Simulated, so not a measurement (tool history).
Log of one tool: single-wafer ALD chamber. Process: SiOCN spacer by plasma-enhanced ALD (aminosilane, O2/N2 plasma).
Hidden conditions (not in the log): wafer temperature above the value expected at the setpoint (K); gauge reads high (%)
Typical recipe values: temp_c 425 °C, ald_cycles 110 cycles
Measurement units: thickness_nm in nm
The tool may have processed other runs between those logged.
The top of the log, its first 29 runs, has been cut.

run   hour  temp_c  ald_cycles  wafers since the last listed run  hours since the last thermocouple change  hours since the gauge calibration  read-back reference wafer on the same gauge, thickness_nm  thickness_nm
 30  723.2     415          94                               151                                     341.8                              221.5                                                      6.043         5.470
 31  750.5     411          96                                44                                     369.1                              248.8                                                      6.051         5.683
 32  785.9     425         110                                57                                     404.5                              284.2                                                      6.050         6.237
 33  821.1     418          88                                57                                     439.7                              319.4                                                      6.055         5.101
 34  840.2     439          91                                31                                     458.8                              338.5                                                      6.042         4.893
 35  860.9     420          99                                33                                     479.5                              359.2                                                      6.046         5.723
 36  873.2     425         110                                20                                     491.8                              371.5                                                      6.051         6.229
 37  903.9     419         128                                49                                     522.5                              402.2                                                      6.044         7.418
 38  918.2     437         124                                23                                     536.8                              416.5                                                      6.047         6.775

Here are 5 independent what-if runs from the current tool condition. What would each one return?
  A  918.8     425         110                                 0                                     537.4                              417.1                                                          ?             ?
  B  918.8     418         129                                 0                                     537.4                              417.1                                                          ?             ?
  C  918.8     412          93                                 0                                     537.4                              417.1                                                          ?             ?
  D  918.8     434         123                                 0                                     537.4                              417.1                                                          ?             ?
  E  918.8     436         124                                 0                                     537.4                              417.1                                                          ?             ?

run  read-back reference wafer on the same gauge, thickness_nm  thickness_nm
  A                                                      6.051         6.245
  B                                                      6.051         7.490
  C                                                      6.051         5.503
  D                                                      6.051         6.779
  E                                                      6.051         6.789
Had the tool no hidden state, the same runs would have come out as:
run  thickness_nm
  A         6.245
  B         7.490
  C         5.503
  D         6.779
  E         6.789

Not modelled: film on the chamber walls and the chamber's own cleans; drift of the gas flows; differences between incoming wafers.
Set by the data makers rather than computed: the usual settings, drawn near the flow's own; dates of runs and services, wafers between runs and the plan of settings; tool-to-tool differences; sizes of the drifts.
